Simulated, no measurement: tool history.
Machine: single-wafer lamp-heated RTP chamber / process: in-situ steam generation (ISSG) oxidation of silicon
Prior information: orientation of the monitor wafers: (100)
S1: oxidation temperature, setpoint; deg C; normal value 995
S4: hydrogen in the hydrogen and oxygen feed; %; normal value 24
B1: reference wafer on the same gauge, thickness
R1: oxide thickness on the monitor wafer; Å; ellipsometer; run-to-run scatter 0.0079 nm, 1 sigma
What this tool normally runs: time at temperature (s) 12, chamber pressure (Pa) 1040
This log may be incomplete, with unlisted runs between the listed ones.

{"run": 1, "day": 0.0, "S1": 995, "time at temperature (s)": 12, "chamber pressure (Pa)": 1040, "S4": 20, "B1": 3.577, "R1": 36.06}
{"run": 2, "day": 3.596, "S1": 995, "time at temperature (s)": 12, "chamber pressure (Pa)": 960, "S4": 24, "B1": 3.574, "R1": 37.53}
{"run": 3, "day": 5.633, "S1": 995, "time at temperature (s)": 12, "chamber pressure (Pa)": 960, "S4": 24, "B1": 3.573, "R1": 37.66}
{"day": 8.067, "done": "pyrometer window cleaned and pyrometer calibrated"}
{"run": 4, "day": 8.854, "S1": 995, "time at temperature (s)": 12, "chamber pressure (Pa)": 1040, "S4": 24, "B1": 3.569, "R1": 37.76}
{"run": 5, "day": 11.883, "S1": 982, "time at temperature (s)": 12, "chamber pressure (Pa)": 1187, "S4": 24, "B1": 3.57, "R1": 35.77}
{"run": 6, "day": 16.079, "S1": 982, "time at temperature (s)": 12, "chamber pressure (Pa)": 1187, "S4": 24, "B1": 3.564, "R1": 35.99}
{"run": 7, "day": 20.121, "S1": 982, "time at temperature (s)": 12, "chamber pressure (Pa)": 1187, "S4": 24, "B1": 3.562, "R1": 35.8}
{"run": 8, "day": 23.392, "S1": 995, "time at temperature (s)": 12, "chamber pressure (Pa)": 1040, "S4": 24, "B1": 3.558, "R1": 37.63}
{"day": 23.408, "done": "gauge calibrated"}
{"run": 9, "day": 26.875, "S1": 995, "time at temperature (s)": 12, "chamber pressure (Pa)": 1040, "S4": 24, "B1": 3.602, "R1": 38.05}
{"run": 10, "day": 31.071, "S1": 995, "time at temperature (s)": 12, "chamber pressure (Pa)": 1040, "S4": 24, "B1": 3.599, "R1": 38.08}
{"day": 32.75, "done": "hydrogen flow controller replaced"}
{"run": 11, "day": 33.204, "S1": 995, "time at temperature (s)": 12, "chamber pressure (Pa)": 1147, "S4": 24, "B1": 3.6, "R1": 37.85}
{"run": 12, "day": 34.829, "S1": 995, "time at temperature (s)": 12, "chamber pressure (Pa)": 1040, "S4": 24, "B1": 3.601, "R1": 38.02}
{"run": 13, "day": 37.312, "S1": 977, "time at temperature (s)": 16, "chamber pressure (Pa)": 1040, "S4": 24, "B1": 3.599, "R1": 40.32}
{"run": 14, "day": 38.883, "S1": 995, "time at temperature (s)": 12, "chamber pressure (Pa)": 1040, "S4": 24, "B1": 3.601, "R1": 37.9}
{"run": 15, "day": 41.325, "S1": 983, "time at temperature (s)": 12, "chamber pressure (Pa)": 1120, "S4": 30, "B1": 3.598, "R1": 38.74}
{"run": 16, "day": 44.038, "S1": 995, "time at temperature (s)": 12, "chamber pressure (Pa)": 1040, "S4": 24, "B1": 3.598, "R1": 38.14}
{"day": 46.362, "done": "pyrometer window cleaned and pyrometer calibrated"}
{"run": 17, "day": 47.721, "S1": 980, "time at temperature (s)": 12, "chamber pressure (Pa)": 1040, "S4": 24, "B1": 3.597, "R1": 36.36}
{"run": 18, "day": 51.283, "S1": 1014, "time at temperature (s)": 12, "chamber pressure (Pa)": 1040, "S4": 24, "B1": 3.595, "R1": 40.62}
{"run": 19, "day": 53.333, "S1": 995, "time at temperature (s)": 12, "chamber pressure (Pa)": 920, "S4": 24, "B1": 3.596, "R1": 37.91}
{"run": 20, "day": 55.762, "S1": 980, "time at temperature (s)": 12, "chamber pressure (Pa)": 1040, "S4": 29, "B1": 3.596, "R1": 38.12}
{"day": 59.562, "done": "pressure gauge zeroed"}
{"run": 21, "day": 60.158, "S1": 985, "time at temperature (s)": 10, "chamber pressure (Pa)": 1160, "S4": 27, "B1": 3.594, "R1": 35.1}
{"run": 22, "day": 63.921, "S1": 978, "time at temperature (s)": 14, "chamber pressure (Pa)": 920, "S4": 29, "B1": 3.592, "R1": 40.28}

Predict the results of run 23:
{"run": 23, "day": 66.258, "S1": 995, "time at temperature (s)": 12, "chamber pressure (Pa)": 1040, "S4": 24, "B1": "?", "R1": "?"}

For run 23 the tool returned B1 3.590, R1 37.95 Å.
Take away the tool's hidden state, keep the run-to-run variation as it was, and the same run would have given R1 38.05 Å.

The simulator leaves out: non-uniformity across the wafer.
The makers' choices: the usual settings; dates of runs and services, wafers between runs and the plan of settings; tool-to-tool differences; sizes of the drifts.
